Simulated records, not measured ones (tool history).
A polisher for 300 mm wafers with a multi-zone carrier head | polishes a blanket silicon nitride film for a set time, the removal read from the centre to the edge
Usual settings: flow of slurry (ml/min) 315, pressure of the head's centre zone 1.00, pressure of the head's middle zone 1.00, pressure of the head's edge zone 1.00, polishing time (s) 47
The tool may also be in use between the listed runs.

run   hour  flow of slurry (ml/min)  pressure of the head's centre zone  pressure of the head's middle zone  pressure of the head's edge zone  polishing time (s)  wafers since the last listed run  wafers polished on this pad  hours since the slurry nozzle was cleaned  hours since the centre zone pressure was calibrated  hours since the edge zone pressure was calibrated  hours since the carrier head's membrane was replaced  incoming thickness of the incoming film, nm  film removed at the wafer's centre (nm)  film removed at mid-radius (nm)  film removed at the wafer's edge (nm)
  1    0.0                      315                                1.00                                1.00                              1.00                  47                                 0                          472                                      390.8                                                520.2                                              729.6                                                 965.6                                        720.5                                    113.9                            108.4                                  106.3
  2   23.5                      315                                1.00                                1.00                              1.00                  47                               361                          833                                      414.3                                                543.7                                              753.1                                                 989.1                                        709.0                                    113.7                            108.7                                  107.2
  3   44.7                      315                                1.00                                1.00                              1.00                  47                               325                         1158                                      435.5                                                564.9                                              774.3                                                1010.3                                        729.0                                    115.3                            107.2                                  106.7
  4   57.0                      315                                1.00                                1.00                              1.00                  47                               188                         1347                                      447.8                                                577.2                                              786.6                                                1022.6                                        720.1                                    112.6                            107.6                                  107.5
  5   88.7                      315                                1.00                                1.00                              1.00                  47                               487                         1834                                      479.5                                                608.9                                              818.3                                                1054.3                                        723.2                                    114.5                            106.5                                  107.6
     112.6  -- centre zone pressure recalibrated
  6  113.1                      315                                1.00                                1.00                              1.00                  47                               344                         2179                                      503.9                                                  0.5                                              842.7                                                1078.7                                        708.9                                    115.5                            107.9                                  109.0
     135.0  -- worn pad replaced by a new one
  7  145.1                      315                                1.00                                1.09                              1.07                  41                               430                          155                                      535.9                                                 32.5                                              874.7                                                1110.7                                        711.1                                    101.0                            100.6                                   93.7
     216.1  -- edge zone pressure recalibrated
  8  216.6                      315                                1.00                                1.08                              1.00                  63                              1067                         1223                                      607.4                                                104.0                                                0.5                                                1182.2                                        725.8                                    156.3                            152.4                                  140.4
  9  246.5                      315                                1.00                                1.00                              1.00                  47                               459                         1682                                      637.3                                                133.9                                               30.4                                                1212.1                                        705.8                                    117.8                            106.7                                  107.3
 10  281.4                      315                                1.00                                1.00                              1.00                  47                               536                         2218                                      672.2                                                168.8                                               65.3                                                1247.0                                        734.2                                    116.6                            109.1                                  105.2
     284.3  -- centre zone pressure recalibrated, repeated, since the last time left the tool worse
 11  301.2                      315                                1.00                                0.96                              1.12                  47                               273                         2492                                      692.0                                                 16.9                                               85.1                                                1266.8                                        712.8                                    111.0                            105.6                                  114.5
     309.3  -- carrier head's membrane replaced by a new one
     322.5  -- slurry nozzle cleaned
 12  325.6                      390                                1.00                                1.00                              1.00                  32                               282                         2774                                        3.1                                                 41.3                                              109.5                                                  16.3                                        732.8                                     76.6                             74.6                                   74.1
     335.5  -- worn pad replaced by a new one
 13  355.4                      315                                1.00                                1.00                              1.00                  47                               396                          305                                       32.9                                                 71.1                                              139.3                                                  46.1                                        722.9                                    108.9                            108.7                                  106.4
 14  389.9                      315                                1.00                                1.00                              1.00                  47                               530                          835                                       67.4                                                105.6                                              173.8                                                  80.6                                        706.6                                    107.7                            108.5                                  107.1
 15  403.7                      315                                1.00                                1.00                              1.00                  47                               212                         1047                                       81.2                                                119.4                                              187.6                                                  94.4                                        712.7                                    110.3                            107.8                                  107.8

Run 16 comes next. What will it give?
 16  426.6                      265                                0.95                                1.00                              0.90                  52                               351                         1398                                      104.1                                                142.3                                              210.5                                                 117.3                                        722.3                                        ?                                ?                                      ?

film removed at the wafer's centre (nm): 116.5
film removed at mid-radius (nm): 117.9
film removed at the wafer's edge (nm): 113.4
Without the tool's hidden state the same run would have given film removed at the wafer's centre (nm) 115.1, film removed at mid-radius (nm) 117.9, film removed at the wafer's edge (nm) 113.4.
